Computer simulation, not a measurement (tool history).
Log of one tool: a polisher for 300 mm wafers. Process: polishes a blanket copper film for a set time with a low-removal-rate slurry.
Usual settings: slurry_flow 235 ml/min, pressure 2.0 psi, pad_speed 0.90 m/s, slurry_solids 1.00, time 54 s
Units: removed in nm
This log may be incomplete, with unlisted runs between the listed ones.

| run | day | slurry_flow | pressure | pad_speed | slurry_solids | time | incoming thickness of the incoming film, nm | removed |
|---|---|---|---|---|---|---|---|---|
| 1 | 0.000 | 235 | 2.0 | 0.90 | 1.00 | 54 | 1272.4 | 85.2 |
| 2 | 1.871 | 180 | 2.0 | 0.90 | 1.00 | 54 | 1252.6 | 82.5 |
|  | 2.288 | slurry blender recalibrated |
| 3 | 4.258 | 180 | 2.0 | 0.90 | 1.00 | 54 | 1267.8 | 83.9 |
|  | 4.733 | slurry nozzle cleaned |
| 4 | 7.229 | 180 | 2.0 | 0.90 | 1.00 | 54 | 1263.3 | 82.7 |
|  | 10.458 | worn pad replaced by a new one |
| 5 | 12.921 | 235 | 2.0 | 0.90 | 1.00 | 54 | 1244.6 | 84.4 |
|  | 15.233 | head pressure recalibrated |
| 6 | 18.158 | 235 | 2.0 | 0.90 | 1.00 | 54 | 1274.8 | 90.1 |
| 7 | 26.375 | 235 | 2.0 | 0.90 | 1.00 | 54 | 1268.2 | 87.2 |
|  | 26.767 | slurry blender recalibrated |
|  | 28.946 | slurry nozzle cleaned |
| 8 | 29.071 | 235 | 2.0 | 0.90 | 1.00 | 54 | 1254.2 | 87.5 |
|  | 29.650 | worn pad replaced by a new one |
| 9 | 31.271 | 235 | 2.0 | 0.90 | 1.00 | 68 | 1276.3 | 109.8 |
| 10 | 32.942 | 185 | 1.8 | 0.90 | 1.00 | 54 | 1266.9 | 79.2 |
| 11 | 41.275 | 235 | 2.0 | 0.90 | 1.00 | 54 | 1266.2 | 84.4 |
| 12 | 44.258 | 160 | 2.6 | 0.90 | 1.20 | 54 | 1261.0 | 98.9 |
| 13 | 46.658 | 235 | 2.0 | 0.90 | 1.00 | 54 | 1271.3 | 85.0 |
|  | 48.312 | slurry nozzle cleaned |
| 14 | 49.000 | 235 | 2.0 | 0.90 | 1.15 | 54 | 1258.7 | 87.9 |
|  | 50.221 | slurry blender recalibrated |
| 15 | 50.929 | 235 | 2.0 | 0.90 | 1.00 | 54 | 1284.8 | 84.1 |
|  | 51.229 | worn pad replaced by a new one |
| 16 | 52.038 | 235 | 2.0 | 0.60 | 1.10 | 45 | 1243.9 | 47.7 |
| 17 | 53.096 | 235 | 2.0 | 0.80 | 1.00 | 61 | 1281.1 | 83.1 |
| 18 | 54.454 | 185 | 1.8 | 0.90 | 1.00 | 54 | 1277.2 | 78.0 |
| 19 | 55.971 | 235 | 2.3 | 0.90 | 1.15 | 54 | 1291.1 | 95.4 |
| 20 | 63.121 | 235 | 2.0 | 0.90 | 1.15 | 54 | 1268.2 | 87.2 |
|  | 65.646 | head pressure recalibrated |
| 21 | 65.667 | 235 | 2.0 | 1.14 | 0.80 | 54 | 1259.3 | 108.6 |
| 22 | 67.367 | 235 | 2.0 | 0.90 | 1.00 | 54 | 1268.6 | 90.0 |
| 23 | 68.467 | 235 | 2.0 | 0.58 | 1.00 | 54 | 1279.4 | 58.1 |
|  | 69.767 | worn pad replaced by a new one |
|  | 69.775 | slurry nozzle cleaned |
| 24 | 70.771 | 235 | 2.6 | 0.76 | 1.10 | 54 | 1265.1 | 88.5 |
| 25 | 72.692 | 235 | 2.0 | 0.90 | 0.85 | 38 | 1249.1 | 60.6 |
|  | 73.338 | slurry blender recalibrated |
| 26 | 75.479 | 235 | 2.0 | 0.90 | 1.00 | 54 | 1280.5 | 87.4 |
| 27 | 77.642 | 235 | 2.5 | 0.90 | 0.70 | 54 | 1278.6 | 90.7 |
| 28 | 80.638 | 235 | 1.4 | 0.90 | 1.00 | 54 | 1252.0 | 69.8 |
| 29 | 82.917 | 235 | 2.0 | 0.74 | 1.00 | 54 | 1254.3 | 70.9 |

For each run, what was the tool's unlogged condition?
removal rate lost through wear of the pad, %: 0 at every run
slurry flow missing at the pad, %: 0 at every run
abrasive missing from the slurry, %: 0 at every run
H1: deviation of the head's pressure from its setpoint, %
| run | H1 |
|---|---|
| 1 | -9.47 |
| 2 | -9.72 |
| 3 | -10 |
| 4 | -10.3 |
| 5 | -10.7 |
| 6 | -2.88 |
| 7 | -7.27 |
| 8 | -8.26 |
| 9 | -8.95 |
| 10 | -9.41 |
| 11 | -11.1 |
| 12 | -11.5 |
| 13 | -11.7 |
| 14 | -11.9 |
| 15 | -12.1 |
| 16 | -12.2 |
| 17 | -12.3 |
| 18 | -12.4 |
| 19 | -12.4 |
| 20 | -12.8 |
| 21 | -0.196 |
| 22 | -1.55 |
| 23 | -2.35 |
| 24 | -3.84 |
| 25 | -4.93 |
| 26 | -6.27 |
| 27 | -7.15 |
| 28 | -8.18 |
| 29 | -8.83 |

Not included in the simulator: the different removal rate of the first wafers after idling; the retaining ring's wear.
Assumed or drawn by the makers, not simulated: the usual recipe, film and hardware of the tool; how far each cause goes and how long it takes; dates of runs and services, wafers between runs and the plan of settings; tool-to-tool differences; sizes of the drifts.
